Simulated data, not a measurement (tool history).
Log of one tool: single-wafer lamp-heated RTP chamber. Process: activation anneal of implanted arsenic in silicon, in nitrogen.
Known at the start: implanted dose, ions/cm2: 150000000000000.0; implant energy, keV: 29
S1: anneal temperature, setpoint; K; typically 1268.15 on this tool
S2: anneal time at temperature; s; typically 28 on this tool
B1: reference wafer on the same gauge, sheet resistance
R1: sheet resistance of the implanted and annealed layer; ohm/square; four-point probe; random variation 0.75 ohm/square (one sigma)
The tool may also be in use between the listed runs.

| run | hour | S1 | S2 | B1 | R1 |
|---|---|---|---|---|---|
| 1 | 0.0 | 1268.15 | 28 | 491.06 | 501.38 |
|  | 48.8 | reflector plate cleaned |
| 2 | 53.5 | 1268.15 | 28 | 490.89 | 500.60 |
| 3 | 95.1 | 1268.15 | 18 | 490.59 | 503.28 |
| 4 | 196.1 | 1256.15 | 28 | 489.85 | 501.16 |
| 5 | 286.8 | 1256.15 | 28 | 489.20 | 499.05 |
|  | 321.0 | pyrometer window cleaned and pyrometer calibrated |
| 6 | 346.7 | 1256.15 | 28 | 489.16 | 499.68 |
| 7 | 428.7 | 1268.15 | 28 | 488.62 | 498.09 |
| 8 | 468.7 | 1268.15 | 28 | 488.35 | 499.96 |
| 9 | 533.8 | 1268.15 | 28 | 488.07 | 497.37 |
| 10 | 615.4 | 1268.15 | 33 | 487.71 | 497.88 |
| 11 | 695.8 | 1268.15 | 28 | 487.09 | 497.91 |
| 12 | 777.0 | 1268.15 | 40 | 486.62 | 496.96 |
| 13 | 813.8 | 1294.15 | 41 | 486.47 | 491.27 |
| 14 | 859.2 | 1268.15 | 28 | 486.13 | 495.59 |
|  | 872.9 | pyrometer window cleaned and pyrometer calibrated |
|  | 889.3 | reflector plate cleaned |
|  | 896.8 | gauge calibrated |
| 15 | 956.2 | 1251.15 | 28 | 492.15 | 502.29 |
| 16 | 1012.5 | 1268.15 | 17 | 491.50 | 502.84 |
| 17 | 1114.5 | 1268.15 | 28 | 490.87 | 500.70 |
| 18 | 1175.8 | 1295.15 | 21 | 490.71 | 499.61 |
| 19 | 1263.3 | 1297.15 | 28 | 490.20 | 498.13 |
|  | 1439.3 | pyrometer window cleaned and pyrometer calibrated |
| 20 | 1529.1 | 1288.15 | 28 | 488.72 | 496.89 |
| 21 | 1605.1 | 1248.15 | 36 | 488.35 | 498.89 |
| 22 | 1642.3 | 1294.15 | 35 | 487.82 | 494.15 |
|  | 1734.9 | reflector plate cleaned |
| 23 | 1875.6 | 1276.15 | 38 | 486.68 | 493.36 |
| 24 | 1980.0 | 1257.15 | 12 | 486.00 | 497.61 |
|  | 2049.5 | pyrometer window cleaned and pyrometer calibrated |
| 25 | 2078.2 | 1268.15 | 28 | 485.79 | 495.20 |

Predict each of these 4 candidate next runs independently; none follows another, all start after run 25:
| A | 2078.6 | 1268.15 | 28 | ? | ? |
| B | 2078.6 | 1293.15 | 15 | ? | ? |
| C | 2078.6 | 1238.15 | 21 | ? | ? |
| D | 2078.6 | 1283.15 | 17 | ? | ? |

| run | B1 | R1 |
|---|---|---|
| A | 485.27 | 496.19 |
| B | 485.27 | 496.80 |
| C | 485.27 | 498.00 |
| D | 485.27 | 497.02 |
Stripped of hidden state, with their random variation kept, the same runs would have yielded:
| run | R1 |
|---|---|
| A | 503.80 |
| B | 504.41 |
| C | 505.63 |
| D | 504.63 |
